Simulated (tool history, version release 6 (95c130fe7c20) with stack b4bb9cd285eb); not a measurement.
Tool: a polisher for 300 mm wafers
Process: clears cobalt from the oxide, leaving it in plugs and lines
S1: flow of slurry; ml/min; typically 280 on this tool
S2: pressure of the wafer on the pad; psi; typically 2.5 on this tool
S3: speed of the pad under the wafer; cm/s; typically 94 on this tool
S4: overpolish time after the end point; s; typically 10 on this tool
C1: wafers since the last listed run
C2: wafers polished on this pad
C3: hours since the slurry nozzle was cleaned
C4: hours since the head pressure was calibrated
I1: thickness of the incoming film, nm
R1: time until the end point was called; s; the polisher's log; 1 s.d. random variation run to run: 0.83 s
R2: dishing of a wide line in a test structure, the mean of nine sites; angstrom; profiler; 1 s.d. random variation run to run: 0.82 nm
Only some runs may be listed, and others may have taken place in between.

run      day   S1   S2   S3  S4    C1    C2     C3      C4     I1    R1   R2
  1    0.000  320  2.5   94  15     0  1522   50.2   735.1  353.2  48.2  422
  2    4.175  280  2.5   94  10   806  2329  150.4   835.3  354.7  47.9  365
  3    8.054  280  2.5   94  10   749  3078  243.5   928.4  349.0  48.2  367
  4   10.896  280  2.5   94  10   548  3627  311.7   996.6  352.1  47.2  364
  5   13.488  280  2.5   94  10   500  4128  373.9  1058.8  350.1  46.4  352
      15.733  -- worn pad replaced by a new one
  6   16.096  280  2.5   94  10   471    69  436.5  1121.4  347.1  47.5  376
  7   18.821  280  2.5   94  10   526   596  501.9  1186.8  352.4  45.3  380
      21.075  -- head pressure recalibrated
  8   22.071  280  2.5   94  10   611  1207  579.9    23.9  349.1  51.7  347
      25.746  -- slurry nozzle cleaned
  9   26.454  280  2.5   94  10   838  2046   17.0   129.1  354.2  51.3  369
 10   30.900  325  2.5   94  10   858  2905  123.7   235.8  348.8  49.8  357
 11   33.317  325  2.5   94  10   466  3372  181.7   293.8  350.5  48.8  356
 12   35.200  280  2.5   94  10   363  3736  226.9   339.0  348.3  50.1  358
 13   38.646  280  2.5   94  10   665  4402  309.6   421.7  356.2  50.8  372
      40.071  -- worn pad replaced by a new one
 14   41.017  280  2.5  110  10   425   182  366.5   478.6  352.9  42.5  385
 15   44.475  280  2.5  110  10   668   850  449.5   561.6  346.4  41.5  380
 16   46.983  280  2.5   94  10   484  1335  509.7   621.8  352.0  48.3  345
 17   48.692  280  2.5   94  10   330  1665  550.7   662.8  351.4  49.4  360
 18   51.092  280  2.9   94   5   463  2129  608.3   720.4  349.6  40.9  284
      55.133  -- slurry nozzle cleaned
 19   61.458  280  2.5   94  10  1994  4123  151.8   969.2  348.4  48.3  367
      64.388  -- worn pad replaced by a new one, of another model than before
 20   64.408  280  2.5  110  10   537     3  222.6  1040.0  345.3  42.1  376
 21   66.229  190  1.6   80   4   351   355  266.3  1083.7  353.8  73.6  159
 22   70.025  320  2.5   62  10   733  1089  357.4  1174.8  348.4  58.2  333
 23   73.333  365  2.8   64  15   639  1728  436.8  1254.2  345.7  53.6  405
      74.000  -- head pressure recalibrated
 24   78.558  335  2.5   94  12   993  2721  562.2   109.4  347.8  51.3  381
 25   82.371  205  3.3   84  10   736  3457  653.7   200.9  351.5  45.2  369
 26   86.183  320  1.9   84  10   736  4194  745.2   292.4  356.0  62.8  310
      88.167  -- slurry nozzle cleaned
      90.546  -- worn pad replaced by a new one
 27   92.042  280  3.2   64  16  1091   289   93.0   433.0  352.7  50.2  419
 28   96.433  225  2.9   94  10   848  1137  198.4   538.4  353.4  46.3  375
 29   99.133  210  2.8   72  10   521  1659  263.2   603.2  348.6  53.4  344
 30  101.167  280  2.5   94  10   392  2052  312.0   652.0  347.8  49.1  362
 31  103.446  280  2.5   94  10   440  2492  366.7   706.7  356.5  49.0  374
 32  109.183  280  2.5   94  16  1108  3600  504.4   844.4  352.8  47.8  434
 33  110.992  280  2.5   94  10   349  3950  547.8   887.8  349.2  48.1  374
 34  113.662  190  2.5   94  10   515  4466  611.9   951.9  345.2  48.0  351

Below are 4 alternative next runs, each starting from the tool's condition after run 34. Predict each:
  A  113.679  280  1.8  94  10   3  4469  612.3  952.3  346.6   ?   ?
  B  113.679  320  2.5  94  10   3  4469  612.3  952.3  346.6   ?   ?
  C  113.679  280  2.5  94  15   3  4469  612.3  952.3  346.6   ?   ?
  D  113.679  380  2.0  94  10   3  4469  612.3  952.3  346.6   ?   ?

run    R1   R2
  A  61.5  336
  B  49.0  370
  C  49.5  417
  D  56.3  349
Without the tool's unlogged condition, the same runs would have read:
run    R1   R2
  A  64.9  327
  B  51.8  362
  C  52.3  412
  D  59.4  341
